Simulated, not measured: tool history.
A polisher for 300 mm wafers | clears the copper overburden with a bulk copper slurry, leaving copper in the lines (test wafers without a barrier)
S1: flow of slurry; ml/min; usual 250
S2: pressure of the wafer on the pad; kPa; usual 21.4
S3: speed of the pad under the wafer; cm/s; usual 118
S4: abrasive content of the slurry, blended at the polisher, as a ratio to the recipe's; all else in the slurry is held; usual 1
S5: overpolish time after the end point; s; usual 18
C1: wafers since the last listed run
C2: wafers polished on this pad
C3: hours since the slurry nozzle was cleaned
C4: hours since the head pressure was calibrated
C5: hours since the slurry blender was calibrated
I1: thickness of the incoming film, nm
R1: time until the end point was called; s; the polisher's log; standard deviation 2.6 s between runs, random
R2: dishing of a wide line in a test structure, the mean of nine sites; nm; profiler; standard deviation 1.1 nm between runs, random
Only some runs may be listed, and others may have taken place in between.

run,hour,S1,S2,S3,S4,S5,C1,C2,C3,C4,C5,I1,R1,R2
1,0,250,21.4,118,1,18,0,1081,11.1,372.5,124.6,1415.2,139.5,40.8
2,41.1,250,21.4,118,1,18,232,1313,52.2,413.6,165.7,1407.7,133.4,40.7
3,100.2,225,21.4,118,1,18,334,1647,111.3,472.7,224.8,1386.4,136.2,40.9
4,150.4,225,21.4,118,1,18,283,1931,161.5,522.9,275,1411.4,145.1,42.7
# hour 157.8: worn pad replaced by a new one
# hour 179.4: head pressure recalibrated
# hour 234.2: slurry blender recalibrated
5,246.4,225,21.4,118,1,18,497,478,257.5,67,12.2,1403.1,135.7,44.2
# hour 348.9: slurry nozzle cleaned
6,391.1,250,21.4,118,1,18,812,1290,42.2,211.7,156.9,1386.4,129,42.8
7,498.1,250,21.4,118,1,18,604,1894,149.2,318.7,263.9,1431.6,135.4,42.4
# hour 533.7: worn pad replaced by a new one
8,574.2,250,21.4,118,1,22,407,228,225.3,394.8,340,1387.7,135.7,44.8
# hour 617.7: slurry blender recalibrated
9,635.7,250,21.4,118,1,22,336,564,286.8,456.3,18,1413.7,141.2,44.9
10,686.1,250,21.4,118,1,18,284,849,337.2,506.7,68.4,1422,139.6,40.9
11,728,250,21.4,118,1,18,236,1086,379.1,548.6,110.3,1392.8,140.2,40.9
# hour 767: slurry nozzle cleaned
# hour 770.1: head pressure recalibrated
12,779.1,250,21.4,96,1,18,271,1358,12.1,9,161.4,1397.1,151.5,41.1
13,823.2,250,21.4,96,1,18,249,1607,56.2,53.1,205.5,1396.2,152.4,41.5
14,864.1,250,21.4,146,0.8,18,231,1838,97.1,94,246.4,1397.2,114.7,42
# hour 930: worn pad replaced by a new one
15,937.9,250,15.9,118,1,9,394,44,170.9,167.8,320.2,1398.2,175.4,29.5
# hour 1028.8: slurry blender recalibrated
16,1044.4,320,21.4,98,1,18,590,635,277.4,274.3,15.6,1412.3,149.3,41.1
17,1098.2,250,21.4,118,1,18,304,939,331.2,328.1,69.4,1410.8,133.5,43.1
# hour 1152.1: slurry nozzle cleaned
18,1165.2,250,17.9,148,1,18,373,1312,13.1,395.1,136.4,1389.9,134,43.4
19,1243.9,330,21.4,118,0.75,18,444,1757,91.8,473.8,215.1,1416.4,149.7,42.3
# hour 1268.8: worn pad replaced by a new one
20,1281.7,165,21.4,118,1,18,191,73,129.6,511.6,252.9,1394.8,152.6,40.9
21,1336.4,225,21.4,118,1,18,309,382,184.3,566.3,307.6,1417.7,145.2,41.4
22,1391.8,295,21.4,118,1.2,18,313,695,239.7,621.7,363,1404.9,130.7,42.1
# hour 1394.1: slurry blender recalibrated
23,1448.3,250,21.4,142,1,13,308,1003,296.2,678.2,54.2,1413.5,125.6,40.1
# hour 1469.9: head pressure recalibrated
24,1500.7,250,21.4,118,0.75,18,284,1288,348.6,30.8,106.6,1397.4,145.2,43.1
# hour 1527.6: slurry nozzle cleaned
25,1541.2,180,21.4,118,1,14,223,1511,13.6,71.3,147.1,1407,132.9,39.8

Expected results for the next run?
26,1607.2,160,23.4,160,1,25,373,1884,79.6,137.3,213.1,1424.5,?,?

Run 26 measured R1 99.3 s, R2 46.8 nm.
If the tool had no hidden condition, the same run with the same run-to-run variation would have returned R1 98.3 s, R2 46.9 nm.
